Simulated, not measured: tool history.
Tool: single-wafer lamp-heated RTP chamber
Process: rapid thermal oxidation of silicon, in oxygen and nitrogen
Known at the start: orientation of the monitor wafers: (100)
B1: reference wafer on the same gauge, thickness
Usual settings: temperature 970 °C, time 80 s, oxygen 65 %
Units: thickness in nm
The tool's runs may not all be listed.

{"run": 1, "hour": 0.0, "temperature": 970, "time": 80, "oxygen": 65, "B1": 4.234, "thickness": 4.565}
{"run": 2, "hour": 12.2, "temperature": 970, "time": 80, "oxygen": 65, "B1": 4.233, "thickness": 4.578}
{"run": 3, "hour": 42.3, "temperature": 970, "time": 80, "oxygen": 65, "B1": 4.245, "thickness": 4.566}
{"run": 4, "hour": 78.7, "temperature": 970, "time": 80, "oxygen": 65, "B1": 4.247, "thickness": 4.613}
{"run": 5, "hour": 104.4, "temperature": 970, "time": 80, "oxygen": 65, "B1": 4.251, "thickness": 4.558}
{"run": 6, "hour": 129.7, "temperature": 970, "time": 80, "oxygen": 65, "B1": 4.26, "thickness": 4.614}
{"hour": 146.4, "done": "pyrometer window cleaned and pyrometer calibrated"}
{"run": 7, "hour": 146.9, "temperature": 970, "time": 80, "oxygen": 65, "B1": 4.258, "thickness": 4.597}
{"run": 8, "hour": 172.0, "temperature": 970, "time": 66, "oxygen": 65, "B1": 4.262, "thickness": 4.263}
{"hour": 173.8, "done": "gauge calibrated"}
{"run": 9, "hour": 186.7, "temperature": 970, "time": 80, "oxygen": 65, "B1": 4.176, "thickness": 4.519}
{"run": 10, "hour": 202.1, "temperature": 970, "time": 80, "oxygen": 65, "B1": 4.175, "thickness": 4.473}

Forecast run 11:
{"run": 11, "hour": 233.7, "temperature": 950, "time": 43, "oxygen": 40, "B1": "?", "thickness": "?"}

B1: 4.185
thickness: 2.804 nm
Without the tool's hidden state the same run would have given thickness 2.792 nm.
